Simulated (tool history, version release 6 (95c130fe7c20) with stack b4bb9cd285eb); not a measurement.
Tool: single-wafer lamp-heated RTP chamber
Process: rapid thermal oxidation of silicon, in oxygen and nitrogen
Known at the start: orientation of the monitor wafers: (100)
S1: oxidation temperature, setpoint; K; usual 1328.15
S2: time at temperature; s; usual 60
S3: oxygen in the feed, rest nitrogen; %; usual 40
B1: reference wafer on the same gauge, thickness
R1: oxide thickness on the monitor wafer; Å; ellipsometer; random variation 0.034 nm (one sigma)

Run 1, hour 0: usual settings but S1 1351.15 K, S2 53 s; B1 6.955. Result: R1 64.61 Å.
Run 2, hour 18.3: usual settings but S1 1351.15 K, S2 53 s; B1 6.951. Result: R1 65.34 Å.
Run 3, hour 38.6: usual settings but S2 74 s; B1 6.954. Result: R1 65.23 Å.
Run 4, hour 70.6: usual settings but S2 74 s; B1 6.952. Result: R1 65.3 Å.
Run 5, hour 93: usual settings but S2 74 s; B1 6.939. Result: R1 65.82 Å.
Run 6, hour 123: usual settings; B1 6.962. Result: R1 60.04 Å.
Run 7, hour 138.8: usual settings; B1 6.963. Result: R1 59.91 Å.
Run 8, hour 226: usual settings; B1 6.939. Result: R1 61.05 Å.
Run 9, hour 240.6: usual settings; B1 6.947. Result: R1 60.44 Å.
Run 10, hour 257.9: usual settings; B1 6.955. Result: R1 60.88 Å.
Run 11, hour 272.1: usual settings; B1 6.96. Result: R1 61.56 Å.
Run 12, hour 288.9: usual settings; B1 6.953. Result: R1 60.9 Å.
At hour 317.9: oxygen flow controller replaced.
Run 13, hour 318.4: usual settings; B1 6.96. Result: R1 60.47 Å.
At hour 344.4: pyrometer window cleaned and pyrometer calibrated.
Run 14, hour 344.9: usual settings; B1 6.95. Result: R1 63.18 Å.
Run 15, hour 365.6: usual settings but S1 1306.15 K, S2 48 s; B1 6.947. Result: R1 49.68 Å.
Run 16, hour 395.3: usual settings but S1 1306.15 K, S2 48 s; B1 6.964. Result: R1 49.2 Å.
Run 17, hour 430.7: usual settings but S1 1306.15 K, S2 48 s; B1 6.949. Result: R1 50.18 Å.
Run 18, hour 462.6: usual settings; B1 6.941. Result: R1 64.35 Å.
Run 19, hour 481.4: usual settings; B1 6.959. Result: R1 64.29 Å.
Run 20, hour 496: usual settings but S2 83 s, S3 29 %; B1 6.951. Result: R1 65.86 Å.
Run 21, hour 512.3: usual settings but S2 81 s; B1 6.941. Result: R1 73.86 Å.
At hour 531: gauge calibrated.
Run 22, hour 532.2: usual settings; B1 6.964. Result: R1 64 Å.
At hour 564.6: pyrometer window cleaned and pyrometer calibrated, repeated, since the last time left the tool worse.
Run 23, hour 565.1: usual settings but S1 1302.15 K, S2 40 s; B1 6.953. Result: R1 41.93 Å.
Run 24, hour 583.5: usual settings but S2 50 s; B1 6.954. Result: R1 55.09 Å.
Run 25, hour 608.6: usual settings but S1 1302.15 K, S2 44 s, S3 18 %; B1 6.955. Result: R1 34.59 Å.
Run 26, hour 633.7: usual settings; B1 6.953. Result: R1 59.77 Å.
Run 27, hour 655.4: usual settings; B1 6.948. Result: R1 59.76 Å.
Run 28, hour 683.7: usual settings but S1 1316.15 K, S2 70 s, S3 17 %; B1 6.943. Result: R1 43.9 Å.
Run 29, hour 703.8: usual settings but S1 1316.15 K, S2 70 s, S3 17 %; B1 6.946. Result: R1 44.4 Å.
Run 30, hour 722: usual settings but S1 1352.15 K, S2 82 s, S3 26 %; B1 6.952. Result: R1 69.96 Å.
Run 31, hour 753: usual settings but S3 67 %; B1 6.95. Result: R1 72.21 Å.
Run 32, hour 782.7: usual settings but S1 1347.15 K, S3 66 %; B1 6.957. Result: R1 81.07 Å.
Run 33, hour 812.3: usual settings; B1 6.956. Result: R1 60.85 Å.
Run 34, hour 839.6: usual settings but S2 43 s; B1 6.955. Result: R1 52.42 Å.
Run 35, hour 874.4: usual settings but S1 1336.15 K, S3 29 %; B1 6.957. Result: R1 57.26 Å.
Run 36, hour 892: usual settings; B1 6.945. Result: R1 61.51 Å.
At hour 900.5: pyrometer window cleaned and pyrometer calibrated.
Run 37, hour 922: usual settings; B1 6.935. Result: R1 59.38 Å.

3 ways to go on from here, each from the tool as it stands after run 37. What would each give?
Run A, hour 922.4: usual settings; B1 ?. Result: R1 ?.
Run B, hour 922.4: usual settings but S1 1336.15 K, S2 80 s, S3 27 %; B1 ?. Result: R1 ?.
Run C, hour 922.4: usual settings but S2 80 s, S3 69 %; B1 ?. Result: R1 ?.

run     B1     R1
  A  6.939  59.67
  B  6.939  62.23
  C  6.939  82.26
Without the tool's hidden state the same runs would have given:
run     R1
  A  59.38
  B  61.94
  C  81.86

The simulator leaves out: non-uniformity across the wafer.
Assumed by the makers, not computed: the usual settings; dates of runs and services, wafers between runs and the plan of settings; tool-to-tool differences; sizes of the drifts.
